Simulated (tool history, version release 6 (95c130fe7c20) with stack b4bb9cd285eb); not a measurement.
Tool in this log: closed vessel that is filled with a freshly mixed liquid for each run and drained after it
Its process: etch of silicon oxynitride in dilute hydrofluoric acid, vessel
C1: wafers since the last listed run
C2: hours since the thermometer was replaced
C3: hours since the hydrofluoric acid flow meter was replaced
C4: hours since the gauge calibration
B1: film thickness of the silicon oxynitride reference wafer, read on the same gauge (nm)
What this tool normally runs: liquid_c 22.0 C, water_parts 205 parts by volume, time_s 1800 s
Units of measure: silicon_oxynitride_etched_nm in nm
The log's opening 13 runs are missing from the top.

Run 14, hour 826.3: usual settings but water_parts 255 parts by volume; C1 3336; C2 187.2; C3 489.9; C4 1121.9; B1 130.05. Result: silicon_oxynitride_etched_nm 7.92 nm.
Run 15, hour 894.6: usual settings but water_parts 255 parts by volume; C1 3241; C2 255.5; C3 558.2; C4 1190.2; B1 130.00. Result: silicon_oxynitride_etched_nm 7.94 nm.
Run 16, hour 959.1: usual settings but water_parts 255 parts by volume; C1 3060; C2 320.0; C3 622.7; C4 1254.7; B1 130.03. Result: silicon_oxynitride_etched_nm 7.94 nm.
Run 17, hour 1019.2: usual settings but liquid_c 19.5 C, water_parts 160 parts by volume; C1 2852; C2 380.1; C3 682.8; C4 1314.8; B1 130.03. Result: silicon_oxynitride_etched_nm 12.06 nm.
Run 18, hour 1060.2: usual settings; C1 1945; C2 421.1; C3 723.8; C4 1355.8; B1 129.98. Result: silicon_oxynitride_etched_nm 10.17 nm.
Run 19, hour 1138.4: usual settings but liquid_c 20.0 C, water_parts 290 parts by volume, time_s 2745 s; C1 3711; C2 499.3; C3 802.0; C4 1434.0; B1 129.98. Result: silicon_oxynitride_etched_nm 9.58 nm.
Run 20, hour 1177.4: usual settings but time_s 1135 s; C1 1850; C2 538.3; C3 841.0; C4 1473.0; B1 129.98. Result: silicon_oxynitride_etched_nm 6.48 nm.
Run 21, hour 1262.3: usual settings but liquid_c 18.0 C, water_parts 125 parts by volume, time_s 1385 s; C1 4029; C2 623.2; C3 925.9; C4 1557.9; B1 129.99. Result: silicon_oxynitride_etched_nm 11.34 nm.
Run 22, hour 1305.8: usual settings but liquid_c 17.5 C; C1 2064; C2 666.7; C3 969.4; C4 1601.4; B1 129.98. Result: silicon_oxynitride_etched_nm 8.39 nm.
Run 23, hour 1370.6: usual settings but time_s 2775 s; C1 3075; C2 731.5; C3 1034.2; C4 1666.2; B1 129.99. Result: silicon_oxynitride_etched_nm 15.81 nm.
Run 24, hour 1411.8: usual settings but liquid_c 26.5 C, water_parts 135 parts by volume, time_s 2195 s; C1 1955; C2 772.7; C3 1075.4; C4 1707.4; B1 130.00. Result: silicon_oxynitride_etched_nm 24.71 nm.
At hour 1470.8: hydrofluoric acid flow meter replaced.
At hour 1507.3: gauge calibrated.
Run 25, hour 1699.3: usual settings but liquid_c 20.5 C, time_s 1385 s; C1 13596; C2 1060.2; C3 228.5; C4 192.0; B1 129.97. Result: silicon_oxynitride_etched_nm 7.42 nm.
Run 26, hour 1750.6: usual settings but time_s 1230 s; C1 2434; C2 1111.5; C3 279.8; C4 243.3; B1 130.00. Result: silicon_oxynitride_etched_nm 7.02 nm.
Run 27, hour 1824.9: usual settings but liquid_c 26.0 C, water_parts 295 parts by volume, time_s 1445 s; C1 3526; C2 1185.8; C3 354.1; C4 317.6; B1 129.99. Result: silicon_oxynitride_etched_nm 6.43 nm.
Run 28, hour 1862.4: usual settings but liquid_c 27.0 C; C1 1779; C2 1223.3; C3 391.6; C4 355.1; B1 129.97. Result: silicon_oxynitride_etched_nm 12.88 nm.
Run 29, hour 1911.7: usual settings but water_parts 265 parts by volume, time_s 2335 s; C1 2339; C2 1272.6; C3 440.9; C4 404.4; B1 129.98. Result: silicon_oxynitride_etched_nm 10.02 nm.
Run 30, hour 1993.4: usual settings; C1 3877; C2 1354.3; C3 522.6; C4 486.1; B1 130.03. Result: silicon_oxynitride_etched_nm 10.36 nm.
Run 31, hour 2036.3: usual settings but liquid_c 24.0 C, water_parts 180 parts by volume, time_s 2580 s; C1 2035; C2 1397.2; C3 565.5; C4 529.0; B1 129.98. Result: silicon_oxynitride_etched_nm 18.86 nm.
Run 32, hour 2114.3: usual settings but liquid_c 18.5 C; C1 3701; C2 1475.2; C3 643.5; C4 607.0; B1 130.01. Result: silicon_oxynitride_etched_nm 8.86 nm.

Here are 5 independent what-if runs from the current tool condition. What would each one return?
Run A, hour 2115.4: usual settings but water_parts 130 parts by volume; C1 52; C2 1476.3; C3 644.6; C4 608.1; B1 ?. Result: silicon_oxynitride_etched_nm ?.
Run B, hour 2115.4: usual settings but liquid_c 23.5 C, time_s 2290 s; C1 52; C2 1476.3; C3 644.6; C4 608.1; B1 ?. Result: silicon_oxynitride_etched_nm ?.
Run C, hour 2115.4: usual settings but liquid_c 24.0 C, water_parts 110 parts by volume, time_s 1045 s; C1 52; C2 1476.3; C3 644.6; C4 608.1; B1 ?. Result: silicon_oxynitride_etched_nm ?.
Run D, hour 2115.4: usual settings but water_parts 130 parts by volume, time_s 2080 s; C1 52; C2 1476.3; C3 644.6; C4 608.1; B1 ?. Result: silicon_oxynitride_etched_nm ?.
Run E, hour 2115.4: usual settings but liquid_c 19.5 C, water_parts 255 parts by volume, time_s 1280 s; C1 52; C2 1476.3; C3 644.6; C4 608.1; B1 ?. Result: silicon_oxynitride_etched_nm ?.

run      B1  silicon_oxynitride_etched_nm
  A  129.96                         17.39
  B  129.96                         14.20
  C  129.96                         13.32
  D  129.96                         20.10
  E  129.96                          5.15
Had the tool no hidden state, the same runs would have come out as:
run  silicon_oxynitride_etched_nm
  A                         16.90
  B                         13.82
  C                         12.94
  D                         19.53
  E                          5.01

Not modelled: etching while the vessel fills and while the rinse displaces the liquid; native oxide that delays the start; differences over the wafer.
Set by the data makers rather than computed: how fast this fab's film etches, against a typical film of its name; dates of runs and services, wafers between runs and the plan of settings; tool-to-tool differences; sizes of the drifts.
